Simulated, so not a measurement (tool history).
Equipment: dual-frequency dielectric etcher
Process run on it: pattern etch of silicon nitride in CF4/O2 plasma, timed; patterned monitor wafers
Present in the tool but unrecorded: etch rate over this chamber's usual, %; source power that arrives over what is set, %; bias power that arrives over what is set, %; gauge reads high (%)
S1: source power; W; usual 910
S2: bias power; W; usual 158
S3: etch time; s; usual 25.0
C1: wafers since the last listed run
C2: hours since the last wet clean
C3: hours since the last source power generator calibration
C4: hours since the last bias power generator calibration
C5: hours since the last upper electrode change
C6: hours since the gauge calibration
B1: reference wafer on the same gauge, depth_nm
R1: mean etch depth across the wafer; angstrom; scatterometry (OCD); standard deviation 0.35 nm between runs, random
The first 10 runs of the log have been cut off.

{"run": 11, "hour": 116.7, "S1": 910, "S2": 140, "S3": 25.0, "C1": 154, "C2": 586.9, "C3": 3168.5, "C4": 3764.0, "C5": 3215.4, "C6": 365.3, "B1": 84.7, "R1": 815}
{"hour": 145.9, "done": "wet clean of the chamber"}
{"run": 12, "hour": 146.4, "S1": 910, "S2": 140, "S3": 25.0, "C1": 67, "C2": 0.5, "C3": 3198.2, "C4": 3793.7, "C5": 3245.1, "C6": 395.0, "B1": 84.7, "R1": 844}
{"run": 13, "hour": 149.6, "S1": 910, "S2": 158, "S3": 31.0, "C1": 38, "C2": 3.7, "C3": 3201.4, "C4": 3796.9, "C5": 3248.3, "C6": 398.2, "B1": 84.7, "R1": 1108}
{"run": 14, "hour": 164.2, "S1": 910, "S2": 158, "S3": 31.0, "C1": 173, "C2": 18.3, "C3": 3216.0, "C4": 3811.5, "C5": 3262.9, "C6": 412.8, "B1": 84.7, "R1": 1111}
{"run": 15, "hour": 173.3, "S1": 910, "S2": 158, "S3": 22.5, "C1": 108, "C2": 27.4, "C3": 3225.1, "C4": 3820.6, "C5": 3272.0, "C6": 421.9, "B1": 84.7, "R1": 800}
{"hour": 179.0, "done": "gauge calibrated"}
{"run": 16, "hour": 183.1, "S1": 720, "S2": 158, "S3": 32.0, "C1": 116, "C2": 37.2, "C3": 3234.9, "C4": 3830.4, "C5": 3281.8, "C6": 4.1, "B1": 84.7, "R1": 889}
{"run": 17, "hour": 195.3, "S1": 1040, "S2": 186, "S3": 23.0, "C1": 145, "C2": 49.4, "C3": 3247.1, "C4": 3842.6, "C5": 3294.0, "C6": 16.3, "B1": 84.7, "R1": 1021}
{"run": 18, "hour": 212.7, "S1": 700, "S2": 169, "S3": 25.0, "C1": 206, "C2": 66.8, "C3": 3264.5, "C4": 3860.0, "C5": 3311.4, "C6": 33.7, "B1": 84.7, "R1": 693}
{"run": 19, "hour": 220.7, "S1": 910, "S2": 174, "S3": 25.0, "C1": 95, "C2": 74.8, "C3": 3272.5, "C4": 3868.0, "C5": 3319.4, "C6": 41.7, "B1": 84.7, "R1": 931}
{"run": 20, "hour": 230.9, "S1": 780, "S2": 147, "S3": 29.5, "C1": 121, "C2": 85.0, "C3": 3282.7, "C4": 3878.2, "C5": 3329.6, "C6": 51.9, "B1": 84.8, "R1": 857}
{"run": 21, "hour": 238.2, "S1": 910, "S2": 158, "S3": 25.0, "C1": 86, "C2": 92.3, "C3": 3290.0, "C4": 3885.5, "C5": 3336.9, "C6": 59.2, "B1": 84.6, "R1": 895}
{"hour": 275.0, "done": "source power generator calibrated"}
{"hour": 280.5, "done": "upper electrode replaced"}
{"hour": 284.5, "done": "bias power generator calibrated"}
{"run": 22, "hour": 291.2, "S1": 1010, "S2": 198, "S3": 27.0, "C1": 469, "C2": 145.3, "C3": 16.2, "C4": 6.7, "C5": 10.7, "C6": 112.2, "B1": 84.7, "R1": 1182}
{"run": 23, "hour": 343.7, "S1": 910, "S2": 158, "S3": 32.0, "C1": 623, "C2": 197.8, "C3": 68.7, "C4": 59.2, "C5": 63.2, "C6": 164.7, "B1": 84.8, "R1": 1126}
{"run": 24, "hour": 350.2, "S1": 720, "S2": 158, "S3": 32.0, "C1": 77, "C2": 204.3, "C3": 75.2, "C4": 65.7, "C5": 69.7, "C6": 171.2, "B1": 84.8, "R1": 883}
{"run": 25, "hour": 356.8, "S1": 1040, "S2": 158, "S3": 25.0, "C1": 78, "C2": 210.9, "C3": 81.8, "C4": 72.3, "C5": 76.3, "C6": 177.8, "B1": 84.7, "R1": 1011}
{"run": 26, "hour": 365.9, "S1": 910, "S2": 158, "S3": 25.0, "C1": 108, "C2": 220.0, "C3": 90.9, "C4": 81.4, "C5": 85.4, "C6": 186.9, "B1": 84.7, "R1": 878}
{"run": 27, "hour": 373.0, "S1": 910, "S2": 158, "S3": 17.5, "C1": 84, "C2": 227.1, "C3": 98.0, "C4": 88.5, "C5": 92.5, "C6": 194.0, "B1": 84.6, "R1": 617}
{"run": 28, "hour": 384.3, "S1": 1110, "S2": 143, "S3": 19.5, "C1": 134, "C2": 238.4, "C3": 109.3, "C4": 99.8, "C5": 103.8, "C6": 205.3, "B1": 84.7, "R1": 808}
{"run": 29, "hour": 401.5, "S1": 910, "S2": 158, "S3": 25.0, "C1": 204, "C2": 255.6, "C3": 126.5, "C4": 117.0, "C5": 121.0, "C6": 222.5, "B1": 84.7, "R1": 882}
{"run": 30, "hour": 411.0, "S1": 910, "S2": 173, "S3": 25.0, "C1": 112, "C2": 265.1, "C3": 136.0, "C4": 126.5, "C5": 130.5, "C6": 232.0, "B1": 84.7, "R1": 920}

What if the next run were any one of these 4? Each begins from the tool's condition after run 30:
{"run": "A", "hour": 411.4, "S1": 910, "S2": 158, "S3": 27.0, "C1": 4, "C2": 265.5, "C3": 136.4, "C4": 126.9, "C5": 130.9, "C6": 232.4, "B1": "?", "R1": "?"}
{"run": "B", "hour": 411.4, "S1": 910, "S2": 158, "S3": 31.5, "C1": 4, "C2": 265.5, "C3": 136.4, "C4": 126.9, "C5": 130.9, "C6": 232.4, "B1": "?", "R1": "?"}
{"run": "C", "hour": 411.4, "S1": 790, "S2": 135, "S3": 30.5, "C1": 4, "C2": 265.5, "C3": 136.4, "C4": 126.9, "C5": 130.9, "C6": 232.4, "B1": "?", "R1": "?"}
{"run": "D", "hour": 411.4, "S1": 1060, "S2": 158, "S3": 30.5, "C1": 4, "C2": 265.5, "C3": 136.4, "C4": 126.9, "C5": 130.9, "C6": 232.4, "B1": "?", "R1": "?"}

run=A B1=84.7 R1=950
run=B B1=84.7 R1=1108
run=C B1=84.7 R1=855
run=D B1=84.7 R1=1256
What these runs would have given with no unlogged condition in the tool:
run=A R1=958
run=B R1=1118
run=C R1=863
run=D R1=1267
